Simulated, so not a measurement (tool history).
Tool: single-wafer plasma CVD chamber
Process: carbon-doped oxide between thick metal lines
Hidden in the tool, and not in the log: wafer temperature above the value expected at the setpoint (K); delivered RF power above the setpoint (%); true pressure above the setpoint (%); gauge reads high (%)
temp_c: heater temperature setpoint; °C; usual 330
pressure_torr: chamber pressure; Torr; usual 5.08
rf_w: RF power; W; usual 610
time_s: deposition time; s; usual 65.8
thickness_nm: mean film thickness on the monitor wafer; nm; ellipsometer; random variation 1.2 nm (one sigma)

| run | hour | temp_c | pressure_torr | rf_w | time_s | wafers since the last listed run | hours since the last thermocouple change | hours since the last RF generator calibration | hours since the last manometer calibration | hours since the showerhead was replaced | hours since the gauge calibration | read-back reference wafer on the same gauge, thickness_nm | thickness_nm |
|---|---|---|---|---|---|---|---|---|---|---|---|---|---|
| 1 | 0 | 330 | 5.81 | 610 | 65.8 | 0 | 2302 | 19 | 34.5 | 63.8 | 27.6 | 418.494 | 391.178 |
| 2 | 16.3 | 330 | 5.81 | 610 | 65.8 | 194 | 2318.3 | 35.3 | 50.8 | 80.1 | 43.9 | 418.962 | 392.875 |
| 3 | 23.1 | 339 | 5.08 | 610 | 65.8 | 81 | 2325.1 | 42.1 | 57.6 | 86.9 | 50.7 | 419.253 | 369.144 |
| 4 | 39.1 | 330 | 5.08 | 610 | 65.8 | 190 | 2341.1 | 58.1 | 73.6 | 102.9 | 66.7 | 419.255 | 379.802 |
| 5 | 54.8 | 330 | 4.09 | 610 | 61.7 | 187 | 2356.8 | 73.8 | 89.3 | 118.6 | 82.4 | 419.388 | 335.073 |
|  | 65.4 | thermocouple changed; heater temperature recalibrated |
| 6 | 65.9 | 330 | 5.85 | 640 | 61.2 | 36 | 0.5 | 84.9 | 100.4 | 129.7 | 93.5 | 419.064 | 379.621 |
| 7 | 72.3 | 330 | 5.08 | 610 | 65.8 | 76 | 6.9 | 91.3 | 106.8 | 136.1 | 99.9 | 419.138 | 380.05 |
| 8 | 89.3 | 330 | 5.08 | 610 | 65.8 | 202 | 23.9 | 108.3 | 123.8 | 153.1 | 116.9 | 418.701 | 377.912 |
| 9 | 97.5 | 330 | 5.08 | 610 | 65.8 | 97 | 32.1 | 116.5 | 132 | 161.3 | 125.1 | 418.817 | 379.262 |
| 10 | 107.5 | 342 | 5.08 | 680 | 65.8 | 119 | 42.1 | 126.5 | 142 | 171.3 | 135.1 | 418.989 | 401.751 |
| 11 | 122.2 | 343 | 5.08 | 610 | 77.9 | 175 | 56.8 | 141.2 | 156.7 | 186 | 149.8 | 418.839 | 428.304 |
| 12 | 128.4 | 330 | 5.08 | 645 | 65.8 | 73 | 63 | 147.4 | 162.9 | 192.2 | 156 | 419.001 | 397.625 |
| 13 | 142.8 | 340 | 5.08 | 715 | 65.8 | 171 | 77.4 | 161.8 | 177.3 | 206.6 | 170.4 | 418.979 | 418.004 |
| 14 | 159.8 | 330 | 5.08 | 545 | 53.1 | 202 | 94.4 | 178.8 | 194.3 | 223.6 | 187.4 | 419.076 | 274.202 |
| 15 | 167.5 | 330 | 5.08 | 610 | 65.8 | 91 | 102.1 | 186.5 | 202 | 231.3 | 195.1 | 418.338 | 377.333 |
| 16 | 182.1 | 341 | 4.67 | 550 | 65.8 | 174 | 116.7 | 201.1 | 216.6 | 245.9 | 209.7 | 418.592 | 323.511 |
| 17 | 189 | 330 | 5.08 | 610 | 65.8 | 82 | 123.6 | 208 | 223.5 | 252.8 | 216.6 | 419.465 | 374.958 |
| 18 | 197.7 | 325 | 4.44 | 520 | 65.8 | 103 | 132.3 | 216.7 | 232.2 | 261.5 | 225.3 | 418.5 | 320.089 |
| 19 | 204.2 | 340 | 5.08 | 565 | 55.2 | 77 | 138.8 | 223.2 | 238.7 | 268 | 231.8 | 418.927 | 287.282 |
| 20 | 215.8 | 330 | 5.08 | 500 | 65.8 | 138 | 150.4 | 234.8 | 250.3 | 279.6 | 243.4 | 418.929 | 312.726 |
| 21 | 222.5 | 330 | 5.08 | 610 | 70.5 | 79 | 157.1 | 241.5 | 257 | 286.3 | 250.1 | 418.88 | 403.969 |
| 22 | 237.9 | 330 | 5.08 | 610 | 65.8 | 183 | 172.5 | 256.9 | 272.4 | 301.7 | 265.5 | 418.842 | 375.257 |
| 23 | 246.5 | 330 | 5.08 | 610 | 65.8 | 102 | 181.1 | 265.5 | 281 | 310.3 | 274.1 | 418.899 | 375.51 |
| 24 | 254.4 | 330 | 5.83 | 700 | 72.3 | 94 | 189 | 273.4 | 288.9 | 318.2 | 282 | 419.003 | 479.012 |
| 25 | 266.7 | 330 | 5.08 | 495 | 65.8 | 146 | 201.3 | 285.7 | 301.2 | 330.5 | 294.3 | 419.289 | 307.047 |
| 26 | 283.8 | 330 | 5.08 | 610 | 65.8 | 204 | 218.4 | 302.8 | 318.3 | 347.6 | 311.4 | 418.893 | 375.203 |
| 27 | 296.2 | 342 | 5.08 | 500 | 56.4 | 147 | 230.8 | 315.2 | 330.7 | 360 | 323.8 | 418.414 | 255.864 |
| 28 | 303 | 344 | 5.08 | 610 | 72.2 | 81 | 237.6 | 322 | 337.5 | 366.8 | 330.6 | 419.207 | 394.752 |
| 29 | 309.2 | 330 | 5.08 | 610 | 65.8 | 73 | 243.8 | 328.2 | 343.7 | 373 | 336.8 | 418.938 | 377.641 |

4 ways to go on from here, each from the tool as it stands after run 29. What would each give?
| A | 309.6 | 330 | 5.08 | 675 | 65.8 | 4 | 244.2 | 328.6 | 344.1 | 373.4 | 337.2 | ? | ? |
| B | 309.6 | 330 | 4.03 | 530 | 65.8 | 4 | 244.2 | 328.6 | 344.1 | 373.4 | 337.2 | ? | ? |
| C | 309.6 | 323 | 5.51 | 705 | 56.9 | 4 | 244.2 | 328.6 | 344.1 | 373.4 | 337.2 | ? | ? |
| D | 309.6 | 330 | 5.08 | 610 | 57.1 | 4 | 244.2 | 328.6 | 344.1 | 373.4 | 337.2 | ? | ? |

| run | read-back reference wafer on the same gauge, thickness_nm | thickness_nm |
|---|---|---|
| A | 418.663 | 407.58 |
| B | 418.663 | 308.914 |
| C | 418.663 | 382.345 |
| D | 418.663 | 325.082 |
Without the tool's hidden state the same runs would have given:
| run | thickness_nm |
|---|---|
| A | 412.915 |
| B | 313.306 |
| C | 387.349 |
| D | 329.463 |
